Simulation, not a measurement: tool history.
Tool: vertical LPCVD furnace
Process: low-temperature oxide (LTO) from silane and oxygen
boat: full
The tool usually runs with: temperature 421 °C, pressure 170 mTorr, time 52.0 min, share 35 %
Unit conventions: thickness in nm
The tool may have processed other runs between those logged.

run    hour  temperature  pressure  time  share  read-back reference wafer on the same gauge, thickness  thickness
  1     0.0          415       170  52.0     39                                                  436.57     415.54
  2    45.6          421       170  45.5     35                                                  436.05     336.95
  3   116.4          421       170  45.5     35                                                  436.90     339.48
  4   201.5          421       170  52.0     35                                                  436.70     392.12
  5   213.7          417       170  52.0     35                                                  436.72     374.08
  6   241.1          417       170  52.0     35                                                  436.40     371.00
  7   277.7          421       170  52.0     35                                                  436.44     391.10
  8   333.7          416       130  39.0     33                                                  436.87     193.05
  9   394.1          421       170  52.0     32                                                  436.93     343.31
 10   438.0          421       170  43.0     35                                                  437.24     320.93
 11   500.8          414       170  67.5     35                                                  437.13     469.04
 12   558.7          421       170  52.0     35                                                  438.33     391.63
 13   625.7          415       155  68.0     35                                                  436.91     435.77
 14   662.9          413       170  44.5     41                                                  437.56     370.60
 15   723.8          421       180  69.0     41                                                  437.81     663.59
 16   790.0          421       170  52.0     35                                                  436.59     389.22
 17   850.4          421       170  52.0     35                                                  436.28     392.30
 18   917.4          411       195  52.0     37                                                  437.41     429.05
 19   988.1          421       170  52.0     35                                                  436.34     389.64
 20  1018.7          413       170  52.0     29                                                  437.32     273.35
 21  1072.2          421       170  52.0     35                                                  437.27     388.08
 22  1123.2          428       205  52.0     35                                                  437.66     506.04
 23  1150.0          410       170  38.5     35                                                  437.62     253.37
 24  1205.0          421       170  45.5     37                                                  437.13     364.43
 25  1243.5          421       185  62.5     28                                                  436.83     371.24
 26  1276.2          414       170  59.0     37                                                  437.16     441.10
 27  1343.6          421       170  52.0     35                                                  437.04     387.09
 28  1406.2          421       170  52.0     35                                                  436.59     389.33
 29  1450.3          421       170  52.0     35                                                  437.92     386.89
 30  1518.9          421       170  62.0     35                                                  437.20     465.21

Between the runs listed above, the log contained 3 entries, not reproduced here. Where in the sequence does each belong, and how does what the log doesn't record of the tool's condition differ from the listed run before to the listed run after?
Run 2 -> run 3: silane flow controller replaced (hour 91.8)
  the hidden state is the same at both runs
Run 3 -> run 4: pressure gauge zeroed (hour 201.0)
  the hidden state is the same at both runs
Run 15 -> run 16: gauge calibrated (hour 756.7)
  the hidden state is the same at both runs
